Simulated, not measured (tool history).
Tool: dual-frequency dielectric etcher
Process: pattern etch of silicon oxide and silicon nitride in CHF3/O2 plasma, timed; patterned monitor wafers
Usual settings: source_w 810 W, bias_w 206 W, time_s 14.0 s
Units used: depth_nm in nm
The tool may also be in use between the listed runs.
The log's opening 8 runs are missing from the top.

run,hour,source_w,bias_w,time_s,"read-back reference wafer on the same gauge, depth_nm",depth_nm
9,482.2,810,229,14.0,19.50,24.51
10,531.6,810,229,14.0,19.51,24.46
# hour 537.7: source power generator calibrated
11,590.1,810,255,15.5,19.50,28.35
12,633.3,940,179,17.5,19.50,30.86
# hour 667.7: upper electrode replaced
13,668.2,870,188,17.0,19.49,29.37
# hour 704.3: gauge calibrated
14,722.8,970,167,17.0,19.51,29.86
15,754.9,930,192,14.0,19.49,24.86
16,803.6,810,206,18.0,19.50,30.60
17,837.5,690,206,14.0,19.51,22.26
18,862.8,690,206,14.0,19.49,22.18
19,901.5,980,206,14.0,19.51,25.62
# hour 968.1: wet clean of the chamber
20,968.6,810,161,14.0,19.50,22.61
21,988.6,970,206,10.5,19.50,19.64
22,1018.1,650,249,15.5,19.49,25.54
# hour 1026.5: bias power generator calibrated
23,1057.5,720,181,11.0,19.50,17.34
24,1126.7,670,251,14.0,19.49,23.27
25,1190.0,900,206,14.0,19.50,24.93
26,1341.0,640,206,16.5,19.51,25.20
27,1405.7,810,206,14.0,19.50,23.59
# hour 1465.4: wet clean of the chamber
28,1465.9,1000,234,17.5,19.51,34.35
29,1525.0,810,206,14.0,19.50,24.17
30,1594.9,810,206,14.0,19.51,23.93

Branching from run 30: 3 alternative next runs. What would each branch give?
A,1595.3,810,206,14.0,?,?
B,1595.3,900,241,18.0,?,?
C,1595.3,810,206,10.5,?,?

run,"read-back reference wafer on the same gauge, depth_nm",depth_nm
A,19.51,23.97
B,19.51,33.66
C,19.51,17.98
Take away the tool's hidden state, keep each run's random variation, and the runs would have read:
run,depth_nm
A,24.28
B,34.09
C,18.21
